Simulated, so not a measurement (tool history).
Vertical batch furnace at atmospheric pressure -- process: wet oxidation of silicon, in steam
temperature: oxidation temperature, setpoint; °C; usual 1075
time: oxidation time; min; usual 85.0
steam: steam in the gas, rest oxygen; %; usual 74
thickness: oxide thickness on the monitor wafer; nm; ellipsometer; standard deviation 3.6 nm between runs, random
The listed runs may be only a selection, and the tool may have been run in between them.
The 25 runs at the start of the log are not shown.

run,hour,temperature,time,steam,wafers since the last listed run,hours since the last temperature calibration,hours since the steam generator was serviced,hours since the gauge calibration,"read-back reference wafer on the same gauge, thickness",thickness
# hour 1731.8: steam generator serviced
26,1776.2,1068,70.0,69,726,566.1,44.4,566.9,708.78,590.67
27,1834.8,1075,98.5,74,548,624.7,103.0,625.5,709.10,765.90
28,1914.9,1083,85.0,74,749,704.8,183.1,705.6,710.06,727.58
29,2009.2,1075,85.0,74,882,799.1,277.4,799.9,708.58,707.38
30,2097.4,1099,122.0,74,825,887.3,365.6,888.1,709.74,944.00
31,2136.9,1075,85.0,74,369,926.8,405.1,927.6,709.01,700.08
32,2184.4,1059,57.0,69,444,974.3,452.6,975.1,709.25,504.06
33,2266.0,1075,85.0,74,763,1055.9,534.2,1056.7,708.46,709.18
34,2310.5,1085,56.0,67,416,1100.4,578.7,1101.2,708.96,545.51
35,2365.1,1075,85.0,74,511,1155.0,633.3,1155.8,709.08,706.87
36,2445.5,1082,127.0,68,752,1235.4,713.7,1236.2,709.01,871.63
37,2522.8,1075,85.0,81,723,1312.7,791.0,1313.5,709.38,741.55
38,2575.5,1075,85.0,65,493,1365.4,843.7,1366.2,709.09,655.18

Below are 4 alternative next runs, each starting from the tool's condition after run 38. Predict each:
A,2580.7,1075,44.0,74,48,1370.6,848.9,1371.4,?,?
B,2580.7,1067,67.5,70,48,1370.6,848.9,1371.4,?,?
C,2580.7,1098,66.5,66,48,1370.6,848.9,1371.4,?,?
D,2580.7,1075,51.0,74,48,1370.6,848.9,1371.4,?,?

run,"read-back reference wafer on the same gauge, thickness",thickness
A,709.06,484.28
B,709.06,579.86
C,709.06,633.32
D,709.06,528.06
With no hidden state in the tool, these same runs would have given:
run,thickness
A,477.99
B,572.46
C,627.01
D,521.41
